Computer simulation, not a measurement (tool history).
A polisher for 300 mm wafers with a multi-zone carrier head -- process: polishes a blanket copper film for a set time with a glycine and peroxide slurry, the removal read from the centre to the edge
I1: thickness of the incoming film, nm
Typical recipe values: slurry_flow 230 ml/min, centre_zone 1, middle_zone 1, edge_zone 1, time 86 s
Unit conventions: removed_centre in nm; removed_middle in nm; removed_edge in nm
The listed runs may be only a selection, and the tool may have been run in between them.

run 1 day=0 | slurry_flow=230 centre_zone=1 middle_zone=1 edge_zone=1 time=86 | I1=2128.2 | removed_centre=402.3 removed_middle=386.1 removed_edge=383.5
run 2 day=1.075 | slurry_flow=230 centre_zone=1 middle_zone=1 edge_zone=1 time=86 | I1=2173 | removed_centre=399.6 removed_middle=377.1 removed_edge=388.2
-- day=1.646 worn pad replaced by a new one
run 3 day=2.321 | slurry_flow=180 centre_zone=0.96 middle_zone=1 edge_zone=1 time=86 | I1=2123.2 | removed_centre=371.3 removed_middle=380.5 removed_edge=375.5
run 4 day=3.396 | slurry_flow=230 centre_zone=1 middle_zone=1 edge_zone=1 time=97 | I1=2157.2 | removed_centre=448.2 removed_middle=434.2 removed_edge=427.5
run 5 day=4.342 | slurry_flow=230 centre_zone=1 middle_zone=1 edge_zone=1 time=97 | I1=2150 | removed_centre=470.2 removed_middle=433.9 removed_edge=432.9
run 6 day=4.996 | slurry_flow=230 centre_zone=1 middle_zone=1 edge_zone=1 time=111 | I1=2136 | removed_centre=529.7 removed_middle=494.7 removed_edge=495.7
run 7 day=6.421 | slurry_flow=210 centre_zone=1.09 middle_zone=1 edge_zone=1.1 time=86 | I1=2133.5 | removed_centre=440.2 removed_middle=381.5 removed_edge=400.7
-- day=6.775 centre zone pressure recalibrated
-- day=7.45 slurry nozzle cleaned
run 8 day=7.871 | slurry_flow=230 centre_zone=1 middle_zone=1 edge_zone=1 time=111 | I1=2161.4 | removed_centre=576.7 removed_middle=501.9 removed_edge=493.4
-- day=8.829 worn pad replaced by a new one
run 9 day=8.888 | slurry_flow=300 centre_zone=0.91 middle_zone=1 edge_zone=1 time=58 | I1=2126.5 | removed_centre=275.7 removed_middle=268.2 removed_edge=260.7
-- day=9.258 carrier head's membrane replaced by a new one
run 10 day=9.875 | slurry_flow=230 centre_zone=1 middle_zone=1 edge_zone=1 time=105 | I1=2115.8 | removed_centre=547.5 removed_middle=462.7 removed_edge=469.4
run 11 day=10.492 | slurry_flow=230 centre_zone=1 middle_zone=1 edge_zone=1 time=86 | I1=2129.5 | removed_centre=456.6 removed_middle=376.9 removed_edge=382.8
-- day=11.133 centre zone pressure recalibrated, repeated, since the last time left the tool worse
run 12 day=11.158 | slurry_flow=230 centre_zone=1 middle_zone=1 edge_zone=1.08 time=86 | I1=2112.5 | removed_centre=371.5 removed_middle=384.1 removed_edge=392.7
-- day=11.308 edge zone pressure recalibrated
-- day=14.933 worn pad replaced by a new one
run 13 day=15.5 | slurry_flow=230 centre_zone=1 middle_zone=0.91 edge_zone=1 time=86 | I1=2157.9 | removed_centre=383.7 removed_middle=348.7 removed_edge=386.4
run 14 day=16.717 | slurry_flow=230 centre_zone=0.97 middle_zone=1.04 edge_zone=1.03 time=105 | I1=2151.3 | removed_centre=448.7 removed_middle=486 removed_edge=475.7
-- day=17.162 slurry nozzle cleaned
run 15 day=17.675 | slurry_flow=230 centre_zone=1 middle_zone=1 edge_zone=1 time=86 | I1=2138.8 | removed_centre=388.2 removed_middle=387.2 removed_edge=389.9

Run 16 comes next. What will it give?
run 16 day=19.033 | slurry_flow=230 centre_zone=1 middle_zone=1 edge_zone=1 time=86 | I1=2134.4 | removed_centre=? removed_middle=? removed_edge=?

{"run 16": {"removed_centre": 383.7, "removed_middle": 387.8, "removed_edge": 387.2}}
With the hidden condition absent and the run-to-run variation left alone, this run would have shown removed_centre 387 nm, removed_middle 387.8 nm, removed_edge 387.2 nm.

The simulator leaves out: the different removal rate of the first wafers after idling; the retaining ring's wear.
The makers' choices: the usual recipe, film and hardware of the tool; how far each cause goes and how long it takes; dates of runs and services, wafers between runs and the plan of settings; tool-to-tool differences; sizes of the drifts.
